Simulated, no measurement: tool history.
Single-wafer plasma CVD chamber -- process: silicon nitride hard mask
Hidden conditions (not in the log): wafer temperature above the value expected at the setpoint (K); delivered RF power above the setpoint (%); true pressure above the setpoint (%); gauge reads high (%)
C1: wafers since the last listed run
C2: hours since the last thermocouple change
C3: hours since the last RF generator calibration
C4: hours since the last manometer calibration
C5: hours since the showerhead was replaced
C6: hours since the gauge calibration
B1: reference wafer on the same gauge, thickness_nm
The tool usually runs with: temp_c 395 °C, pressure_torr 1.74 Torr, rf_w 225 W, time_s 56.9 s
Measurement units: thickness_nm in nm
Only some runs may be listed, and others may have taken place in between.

{"run": 1, "hour": 0.0, "temp_c": 395, "pressure_torr": 1.74, "rf_w": 225, "time_s": 56.9, "C1": 0, "C2": 2764.6, "C3": 12.1, "C4": 3319.6, "C5": 7387.4, "C6": 1081.2, "B1": 71.436, "thickness_nm": 61.367}
{"hour": 21.9, "done": "capacitance manometer re-zeroed and calibrated"}
{"hour": 44.6, "done": "thermocouple changed; heater temperature recalibrated"}
{"run": 2, "hour": 79.1, "temp_c": 395, "pressure_torr": 1.74, "rf_w": 225, "time_s": 56.9, "C1": 1915, "C2": 34.5, "C3": 91.2, "C4": 57.2, "C5": 7466.5, "C6": 1160.3, "B1": 71.457, "thickness_nm": 62.021}
{"run": 3, "hour": 178.6, "temp_c": 395, "pressure_torr": 1.74, "rf_w": 225, "time_s": 56.9, "C1": 3021, "C2": 134.0, "C3": 190.7, "C4": 156.7, "C5": 7566.0, "C6": 1259.8, "B1": 71.536, "thickness_nm": 61.813}
{"hour": 214.5, "done": "showerhead replaced"}
{"run": 4, "hour": 260.7, "temp_c": 395, "pressure_torr": 2.08, "rf_w": 225, "time_s": 56.9, "C1": 2249, "C2": 216.1, "C3": 272.8, "C4": 238.8, "C5": 46.2, "C6": 1341.9, "B1": 71.628, "thickness_nm": 64.449}
{"run": 5, "hour": 298.7, "temp_c": 395, "pressure_torr": 2.08, "rf_w": 225, "time_s": 56.9, "C1": 1153, "C2": 254.1, "C3": 310.8, "C4": 276.8, "C5": 84.2, "C6": 1379.9, "B1": 71.47, "thickness_nm": 64.62}
{"run": 6, "hour": 340.4, "temp_c": 395, "pressure_torr": 2.08, "rf_w": 225, "time_s": 56.9, "C1": 1266, "C2": 295.8, "C3": 352.5, "C4": 318.5, "C5": 125.9, "C6": 1421.6, "B1": 71.527, "thickness_nm": 64.197}
{"run": 7, "hour": 609.5, "temp_c": 395, "pressure_torr": 1.74, "rf_w": 225, "time_s": 56.9, "C1": 8170, "C2": 564.9, "C3": 621.6, "C4": 587.6, "C5": 395.0, "C6": 1690.7, "B1": 71.645, "thickness_nm": 62.127}
{"run": 8, "hour": 711.7, "temp_c": 395, "pressure_torr": 1.74, "rf_w": 225, "time_s": 45.7, "C1": 3103, "C2": 667.1, "C3": 723.8, "C4": 689.8, "C5": 497.2, "C6": 1792.9, "B1": 71.583, "thickness_nm": 49.78}
{"run": 9, "hour": 783.6, "temp_c": 399, "pressure_torr": 1.94, "rf_w": 225, "time_s": 66.3, "C1": 2183, "C2": 739.0, "C3": 795.7, "C4": 761.7, "C5": 569.1, "C6": 1864.8, "B1": 71.726, "thickness_nm": 73.634}
{"run": 10, "hour": 839.8, "temp_c": 395, "pressure_torr": 1.74, "rf_w": 245, "time_s": 56.9, "C1": 1706, "C2": 795.2, "C3": 851.9, "C4": 817.9, "C5": 625.3, "C6": 1921.0, "B1": 71.706, "thickness_nm": 65.603}
{"run": 11, "hour": 934.3, "temp_c": 395, "pressure_torr": 1.74, "rf_w": 225, "time_s": 45.7, "C1": 2869, "C2": 889.7, "C3": 946.4, "C4": 912.4, "C5": 719.8, "C6": 2015.5, "B1": 71.78, "thickness_nm": 50.063}
{"hour": 970.2, "done": "RF generator calibrated"}
{"run": 12, "hour": 991.8, "temp_c": 395, "pressure_torr": 1.74, "rf_w": 225, "time_s": 56.9, "C1": 1502, "C2": 947.2, "C3": 21.6, "C4": 969.9, "C5": 777.3, "C6": 2073.0, "B1": 71.865, "thickness_nm": 61.749}
{"run": 13, "hour": 1082.6, "temp_c": 395, "pressure_torr": 1.74, "rf_w": 260, "time_s": 56.9, "C1": 2756, "C2": 1038.0, "C3": 112.4, "C4": 1060.7, "C5": 868.1, "C6": 2163.8, "B1": 71.74, "thickness_nm": 68.544}
{"run": 14, "hour": 1148.2, "temp_c": 399, "pressure_torr": 1.74, "rf_w": 225, "time_s": 63.0, "C1": 1991, "C2": 1103.6, "C3": 178.0, "C4": 1126.3, "C5": 933.7, "C6": 2229.4, "B1": 71.818, "thickness_nm": 68.006}
{"run": 15, "hour": 1233.1, "temp_c": 387, "pressure_torr": 1.52, "rf_w": 195, "time_s": 56.9, "C1": 2577, "C2": 1188.5, "C3": 262.9, "C4": 1211.2, "C5": 1018.6, "C6": 2314.3, "B1": 71.814, "thickness_nm": 54.54}
{"run": 16, "hour": 1283.5, "temp_c": 386, "pressure_torr": 1.74, "rf_w": 225, "time_s": 48.4, "C1": 1530, "C2": 1238.9, "C3": 313.3, "C4": 1261.6, "C5": 1069.0, "C6": 2364.7, "B1": 71.813, "thickness_nm": 53.194}
{"run": 17, "hour": 1371.9, "temp_c": 384, "pressure_torr": 1.35, "rf_w": 225, "time_s": 60.9, "C1": 2684, "C2": 1327.3, "C3": 401.7, "C4": 1350.0, "C5": 1157.4, "C6": 2453.1, "B1": 71.845, "thickness_nm": 62.394}
{"hour": 1466.9, "done": "gauge calibrated"}
{"run": 18, "hour": 1470.1, "temp_c": 395, "pressure_torr": 1.95, "rf_w": 255, "time_s": 59.8, "C1": 2981, "C2": 1425.5, "C3": 499.9, "C4": 1448.2, "C5": 1255.6, "C6": 3.2, "B1": 70.161, "thickness_nm": 71.334}
{"run": 19, "hour": 1574.5, "temp_c": 395, "pressure_torr": 1.61, "rf_w": 190, "time_s": 60.5, "C1": 3169, "C2": 1529.9, "C3": 604.3, "C4": 1552.6, "C5": 1360.0, "C6": 107.6, "B1": 70.348, "thickness_nm": 56.501}
{"run": 20, "hour": 1667.0, "temp_c": 395, "pressure_torr": 1.74, "rf_w": 225, "time_s": 56.9, "C1": 2808, "C2": 1622.4, "C3": 696.8, "C4": 1645.1, "C5": 1452.5, "C6": 200.1, "B1": 70.563, "thickness_nm": 60.918}
{"run": 21, "hour": 1725.0, "temp_c": 401, "pressure_torr": 1.88, "rf_w": 240, "time_s": 56.9, "C1": 1760, "C2": 1680.4, "C3": 754.8, "C4": 1703.1, "C5": 1510.5, "C6": 258.1, "B1": 70.68, "thickness_nm": 64.787}
{"run": 22, "hour": 1814.9, "temp_c": 408, "pressure_torr": 1.93, "rf_w": 225, "time_s": 56.9, "C1": 2729, "C2": 1770.3, "C3": 844.7, "C4": 1793.0, "C5": 1600.4, "C6": 348.0, "B1": 70.829, "thickness_nm": 62.54}
{"run": 23, "hour": 1870.0, "temp_c": 395, "pressure_torr": 1.38, "rf_w": 235, "time_s": 56.9, "C1": 1672, "C2": 1825.4, "C3": 899.8, "C4": 1848.1, "C5": 1655.5, "C6": 403.1, "B1": 70.94, "thickness_nm": 59.795}
{"run": 24, "hour": 1922.9, "temp_c": 405, "pressure_torr": 1.74, "rf_w": 225, "time_s": 56.9, "C1": 1606, "C2": 1878.3, "C3": 952.7, "C4": 1901.0, "C5": 1708.4, "C6": 456.0, "B1": 71.071, "thickness_nm": 61.195}
{"hour": 1995.3, "done": "RF generator calibrated"}
{"run": 25, "hour": 2023.9, "temp_c": 384, "pressure_torr": 2.17, "rf_w": 190, "time_s": 47.4, "C1": 2823, "C2": 1979.3, "C3": 28.6, "C4": 2002.0, "C5": 1809.4, "C6": 557.0, "B1": 71.134, "thickness_nm": 48.243}
{"run": 26, "hour": 2160.0, "temp_c": 400, "pressure_torr": 1.74, "rf_w": 210, "time_s": 53.6, "C1": 4132, "C2": 2115.4, "C3": 164.7, "C4": 2138.1, "C5": 1945.5, "C6": 693.1, "B1": 71.269, "thickness_nm": 55.397}
{"run": 27, "hour": 2199.0, "temp_c": 382, "pressure_torr": 1.74, "rf_w": 225, "time_s": 56.9, "C1": 1184, "C2": 2154.4, "C3": 203.7, "C4": 2177.1, "C5": 1984.5, "C6": 732.1, "B1": 71.268, "thickness_nm": 62.06}
{"run": 28, "hour": 2282.0, "temp_c": 395, "pressure_torr": 1.74, "rf_w": 225, "time_s": 56.9, "C1": 2520, "C2": 2237.4, "C3": 286.7, "C4": 2260.1, "C5": 2067.5, "C6": 815.1, "B1": 71.357, "thickness_nm": 61.632}

Predict the results of run 29:
{"run": 29, "hour": 2342.4, "temp_c": 399, "pressure_torr": 1.74, "rf_w": 180, "time_s": 63.1, "C1": 1833, "C2": 2297.8, "C3": 347.1, "C4": 2320.5, "C5": 2127.9, "C6": 875.5, "B1": "?", "thickness_nm": "?"}

{"run 29": {"B1": 71.367, "thickness_nm": 58.905}}
If the tool had no hidden condition, the same run with the same run-to-run variation would have returned thickness_nm 57.816 nm.
